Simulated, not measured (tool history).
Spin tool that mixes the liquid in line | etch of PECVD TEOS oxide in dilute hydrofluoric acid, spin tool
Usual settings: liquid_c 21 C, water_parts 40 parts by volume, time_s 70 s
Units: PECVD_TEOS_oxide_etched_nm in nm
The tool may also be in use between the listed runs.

run,day,liquid_c,water_parts,time_s,"read-back film thickness of the PECVD TEOS oxide reference wafer, read on the same gauge (nm)",PECVD_TEOS_oxide_etched_nm
1,0,21,50,70,69.99,20.54
# day 2.504: hydrofluoric acid flow meter replaced
2,3.358,21,50,70,69.96,18.96
3,6.125,21,40,70,70,24.03
# day 6.7: thermometer replaced
4,8.217,21,40,50,69.99,17.02
5,11.854,21,40,50,70,17.41
6,16.3,21,40,50,69.99,17.44
# day 18.567: gauge calibrated
7,20.354,21,30,70,70.01,33.68
8,22.2,21,30,70,70.01,33.14
9,25.138,21,40,70,69.99,24.59
10,28.012,21,40,70,70.01,24.64
11,31.862,19.5,40,40,70,13.55
12,34.925,21,40,95,69.98,34.26
13,38.288,25.5,40,70,69.98,30.82
# day 41.288: hydrofluoric acid flow meter replaced
14,42.262,17.5,25,55,69.98,26.53
15,46.317,24.5,55,30,70,8.58
16,49.638,25,50,70,70.01,22.82
17,52.162,23.5,35,100,69.99,44.27
18,59.808,21,40,95,69.99,33.69
19,61.883,17.5,55,95,69.96,20.63
20,64.05,19.5,40,70,69.99,23.29
21,65.596,21,40,70,70,25.2
22,67.55,21,55,85,69.96,21.79
23,70.233,21,40,60,70,21.3
24,72.483,21,55,70,69.99,18.17
25,76.896,21,40,70,69.98,25.41
26,79.492,21,40,70,70,25.59
# day 81.867: hydrofluoric acid flow meter replaced
27,82.717,21,40,70,69.96,24.14
28,85.971,23.5,55,60,70.02,16.67
29,88.892,21,40,70,70.01,24.41
30,91.229,25,55,110,70.04,32.49
31,93.604,24.5,30,40,70.03,22.07
32,95.45,18,40,35,69.98,10.9
33,102,19,50,50,70.02,12.88

Some steps in PECVD_TEOS_oxide_etched_nm between neighbouring runs. How much of each would the tool show without its hidden state too (settings, what came in, random variation), and how much is left for the hidden state, with any gauge scatter that isn't in both results?
The hidden state here: liquid hotter than its thermometer reads (K); hydrofluoric acid flow above the setpoint (%); gauge reads high (%).
Run 1 -> 2: hydrofluoric acid flow meter replaced. PECVD_TEOS_oxide_etched_nm -1.58 nm: hidden state -1.39, all else -0.19.
Run 11 -> 12: liquid_c 19.5 -> 21, time_s 40 -> 95. PECVD_TEOS_oxide_etched_nm +20.71 nm: hidden state +1.09, all else +19.62.
Run 13 -> 14: liquid_c 25.5 -> 17.5, water_parts 40 -> 25, time_s 70 -> 55, hydrofluoric acid flow meter replaced. PECVD_TEOS_oxide_etched_nm -4.29 nm: hidden state -1.57, all else -2.72.
Run 14 -> 15: liquid_c 17.5 -> 24.5, water_parts 25 -> 55, time_s 55 -> 30. PECVD_TEOS_oxide_etched_nm -17.95 nm: hidden state -0.03, all else -17.92.
Run 16 -> 17: liquid_c 25 -> 23.5, water_parts 50 -> 35, time_s 70 -> 100. PECVD_TEOS_oxide_etched_nm +21.45 nm: hidden state +0.5, all else +20.95.
Run 26 -> 27: hydrofluoric acid flow meter replaced. PECVD_TEOS_oxide_etched_nm -1.45 nm: hidden state -1.37, all else -0.08.

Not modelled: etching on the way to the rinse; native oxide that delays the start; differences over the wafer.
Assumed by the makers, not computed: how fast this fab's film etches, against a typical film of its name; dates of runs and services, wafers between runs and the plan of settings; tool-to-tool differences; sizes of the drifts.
